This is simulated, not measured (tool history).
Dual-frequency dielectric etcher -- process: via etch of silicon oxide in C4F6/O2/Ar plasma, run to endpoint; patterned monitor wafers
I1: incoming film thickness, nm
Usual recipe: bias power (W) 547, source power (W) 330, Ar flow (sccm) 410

{"run": 1, "hour": 0.0, "bias power (W)": 547, "source power (W)": 330, "Ar flow (sccm)": 432, "I1": 138.6, "endpoint time (s)": 33.9}
{"run": 2, "hour": 10.6, "bias power (W)": 547, "source power (W)": 330, "Ar flow (sccm)": 432, "I1": 139.3, "endpoint time (s)": 33.6}
{"run": 3, "hour": 17.0, "bias power (W)": 641, "source power (W)": 330, "Ar flow (sccm)": 475, "I1": 140.2, "endpoint time (s)": 32.5}
{"run": 4, "hour": 34.6, "bias power (W)": 641, "source power (W)": 330, "Ar flow (sccm)": 475, "I1": 137.3, "endpoint time (s)": 31.1}
{"run": 5, "hour": 42.9, "bias power (W)": 641, "source power (W)": 330, "Ar flow (sccm)": 475, "I1": 138.5, "endpoint time (s)": 31.9}
{"run": 6, "hour": 54.3, "bias power (W)": 547, "source power (W)": 330, "Ar flow (sccm)": 410, "I1": 139.9, "endpoint time (s)": 33.9}
{"run": 7, "hour": 66.4, "bias power (W)": 547, "source power (W)": 330, "Ar flow (sccm)": 410, "I1": 140.2, "endpoint time (s)": 33.7}
{"run": 8, "hour": 73.0, "bias power (W)": 547, "source power (W)": 330, "Ar flow (sccm)": 410, "I1": 139.2, "endpoint time (s)": 33.6}
{"run": 9, "hour": 88.2, "bias power (W)": 547, "source power (W)": 330, "Ar flow (sccm)": 410, "I1": 139.7, "endpoint time (s)": 33.5}
{"run": 10, "hour": 101.0, "bias power (W)": 547, "source power (W)": 330, "Ar flow (sccm)": 410, "I1": 140.8, "endpoint time (s)": 34.2}
{"hour": 122.5, "done": "Ar flow controller replaced"}
{"hour": 129.0, "done": "upper electrode replaced"}
{"run": 11, "hour": 129.5, "bias power (W)": 547, "source power (W)": 330, "Ar flow (sccm)": 410, "I1": 138.2, "endpoint time (s)": 33}
{"run": 12, "hour": 129.8, "bias power (W)": 578, "source power (W)": 330, "Ar flow (sccm)": 354, "I1": 139.5, "endpoint time (s)": 32.3}
{"run": 13, "hour": 137.8, "bias power (W)": 578, "source power (W)": 330, "Ar flow (sccm)": 354, "I1": 139.8, "endpoint time (s)": 32.5}
{"run": 14, "hour": 148.1, "bias power (W)": 547, "source power (W)": 330, "Ar flow (sccm)": 410, "I1": 138.9, "endpoint time (s)": 32.9}
{"run": 15, "hour": 158.2, "bias power (W)": 625, "source power (W)": 330, "Ar flow (sccm)": 410, "I1": 139.7, "endpoint time (s)": 31.8}
{"run": 16, "hour": 175.9, "bias power (W)": 490, "source power (W)": 290, "Ar flow (sccm)": 410, "I1": 139.4, "endpoint time (s)": 35.6}
{"hour": 196.5, "done": "bias power generator calibrated"}
{"hour": 197.0, "done": "source power generator calibrated"}
{"hour": 204.2, "done": "wet clean of the chamber"}
{"run": 17, "hour": 204.7, "bias power (W)": 547, "source power (W)": 330, "Ar flow (sccm)": 410, "I1": 140.4, "endpoint time (s)": 35.8}
{"run": 18, "hour": 206.8, "bias power (W)": 587, "source power (W)": 300, "Ar flow (sccm)": 337, "I1": 138.4, "endpoint time (s)": 34.4}
{"run": 19, "hour": 213.8, "bias power (W)": 547, "source power (W)": 330, "Ar flow (sccm)": 432, "I1": 139.3, "endpoint time (s)": 35.7}
{"run": 20, "hour": 232.7, "bias power (W)": 633, "source power (W)": 380, "Ar flow (sccm)": 361, "I1": 139.5, "endpoint time (s)": 32.5}
{"run": 21, "hour": 248.7, "bias power (W)": 641, "source power (W)": 330, "Ar flow (sccm)": 475, "I1": 138.7, "endpoint time (s)": 33.9}
{"run": 22, "hour": 265.9, "bias power (W)": 679, "source power (W)": 390, "Ar flow (sccm)": 462, "I1": 139.2, "endpoint time (s)": 31.6}
{"run": 23, "hour": 283.8, "bias power (W)": 547, "source power (W)": 330, "Ar flow (sccm)": 410, "I1": 139.2, "endpoint time (s)": 35.3}
{"run": 24, "hour": 293.4, "bias power (W)": 547, "source power (W)": 300, "Ar flow (sccm)": 410, "I1": 137.8, "endpoint time (s)": 35.5}
{"run": 25, "hour": 306.9, "bias power (W)": 440, "source power (W)": 330, "Ar flow (sccm)": 450, "I1": 138.9, "endpoint time (s)": 38.5}
{"run": 26, "hour": 320.1, "bias power (W)": 547, "source power (W)": 330, "Ar flow (sccm)": 410, "I1": 137.9, "endpoint time (s)": 35}
{"run": 27, "hour": 329.1, "bias power (W)": 469, "source power (W)": 330, "Ar flow (sccm)": 410, "I1": 139.9, "endpoint time (s)": 37.2}
{"run": 28, "hour": 342.9, "bias power (W)": 622, "source power (W)": 330, "Ar flow (sccm)": 340, "I1": 137.8, "endpoint time (s)": 33}
{"run": 29, "hour": 358.0, "bias power (W)": 547, "source power (W)": 330, "Ar flow (sccm)": 410, "I1": 138.3, "endpoint time (s)": 34.4}
{"run": 30, "hour": 365.0, "bias power (W)": 547, "source power (W)": 330, "Ar flow (sccm)": 410, "I1": 139.1, "endpoint time (s)": 34.7}

Some steps in endpoint time (s) between neighbouring runs. How much of each would the tool show without its hidden state too (settings, what came in, random variation), and how much is left for the hidden state, with any gauge scatter that isn't in both results?
Hidden state at play: etch rate over this chamber's usual, %; bias power that arrives over what is set, %; source power that arrives over what is set, %; Ar flow that arrives over what is set, %.
Run 3 -> 4: nothing adjusted, nothing logged. endpoint time (s) -1.4: hidden state +0.1, all else -1.5.
Run 15 -> 16: bias power (W) 625 -> 490, source power (W) 330 -> 290. endpoint time (s) +3.8: hidden state -0.3, all else +4.1.
Run 16 -> 17: bias power (W) 490 -> 547, source power (W) 290 -> 330, bias power generator calibrated, source power generator calibrated, wet clean of the chamber. endpoint time (s) +0.2: hidden state +2.4, all else -2.2.
Run 22 -> 23: bias power (W) 679 -> 547, source power (W) 390 -> 330, Ar flow (sccm) 462 -> 410. endpoint time (s) +3.7: hidden state +0, all else +3.7.
Run 27 -> 28: bias power (W) 469 -> 622, Ar flow (sccm) 410 -> 340. endpoint time (s) -4.2: hidden state +0, all else -4.2.
